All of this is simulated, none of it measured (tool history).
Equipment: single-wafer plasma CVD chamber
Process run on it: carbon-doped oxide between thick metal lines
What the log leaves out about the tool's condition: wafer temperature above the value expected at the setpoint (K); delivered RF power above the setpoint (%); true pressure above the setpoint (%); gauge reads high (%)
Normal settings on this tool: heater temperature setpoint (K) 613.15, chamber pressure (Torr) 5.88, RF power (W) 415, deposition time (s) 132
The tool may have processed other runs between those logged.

run     day  heater temperature setpoint (K)  chamber pressure (Torr)  RF power (W)  deposition time (s)  wafers since the last listed run  hours since the last thermocouple change  hours since the last RF generator calibration  hours since the last manometer calibration  hours since the showerhead was replaced  hours since the gauge calibration  read-back reference wafer on the same gauge, thickness_nm  mean film thickness on the monitor wafer (nm)
  1       0                           613.15                     5.88           415                  132                                 0                                    1859.2                                          593.4                                      1674.2                                   4195.4                                375                                                    562.105                                        636.795
  2   1.146                           625.15                     5.88           415                  123                               360                                    1886.7                                          620.9                                      1701.7                                   4222.9                              402.5                                                    562.673                                         566.75
  3   1.721                           625.15                     5.88           415                  123                               181                                    1900.5                                          634.7                                      1715.5                                   4236.7                              416.3                                                    561.263                                        571.635
  4    2.45                           625.15                     5.88           415                  123                               229                                      1918                                          652.2                                        1733                                   4254.2                              433.8                                                    561.848                                         573.53
  5   3.279                           613.15                     5.88           415                  132                               261                                    1937.9                                          672.1                                      1752.9                                   4274.1                              453.7                                                     561.93                                         631.02
  6   4.179                           608.15                     5.88           415                  132                               283                                    1959.5                                          693.7                                      1774.5                                   4295.7                              475.3                                                    561.624                                        651.285
  7   5.121                           613.15                     5.57           415                  146                               296                                    1982.1                                          716.3                                      1797.1                                   4318.3                              497.9                                                    561.243                                        695.488
  8   6.042                           613.15                     5.88           340                  132                               289                                    2004.2                                          738.4                                      1819.2                                   4340.4                                520                                                    563.076                                        581.129
  9   6.908                           622.15                     6.79           415                  132                               272                                      2025                                          759.2                                        1840                                   4361.2                              540.8                                                    561.456                                        625.164
      7.704  -- RF generator calibrated
      8.233  -- capacitance manometer re-zeroed and calibrated
 10   8.254                           619.15                      6.4           440                  132                               213                                    2057.3                                           13.2                                         0.5                                   4393.5                              573.1                                                    561.668                                        634.922
 11   8.912                           625.15                     6.88           380                  148                               207                                    2073.1                                             29                                        16.3                                   4409.3                              588.9                                                    562.038                                         658.64
 12   9.571                           613.15                     4.75           490                  132                               207                                    2088.9                                           44.8                                        32.1                                   4425.1                              604.7                                                    562.243                                        652.034
 13  10.758                           605.15                     5.88           415                  132                               373                                    2117.4                                           73.3                                        60.6                                   4453.6                              633.2                                                    562.344                                        637.919
 14  11.588                           604.15                     6.53           415                  132                               261                                    2137.3                                           93.2                                        80.5                                   4473.5                              653.1                                                    562.045                                        647.972
 15  12.554                           613.15                     5.88           490                  132                               304                                    2160.5                                          116.4                                       103.7                                   4496.7                              676.3                                                    562.061                                        674.016
     13.846  -- showerhead replaced
 16  13.867                           626.15                     5.88           485                  107                               308                                      2192                                          147.9                                       135.2                                      0.5                              707.8                                                    562.842                                        522.438
 17  14.583                           613.15                     5.88           415                  132                               225                                    2209.2                                          165.1                                       152.4                                     17.7                                725                                                     561.96                                        619.262

The next listed run, before its measurement:
     15.154  -- gauge calibrated
 18  15.283                           625.15                     5.88           415                  123                               220                                      2226                                          181.9                                       169.2                                     34.5                                3.1                                                          ?                                              ?

{"run 18": {"read-back reference wafer on the same gauge, thickness_nm": 561.409, "mean film thickness on the monitor wafer (nm)": 559.943}}
Minus the tool's unlogged condition, the same run would have read mean film thickness on the monitor wafer (nm) 588.43.
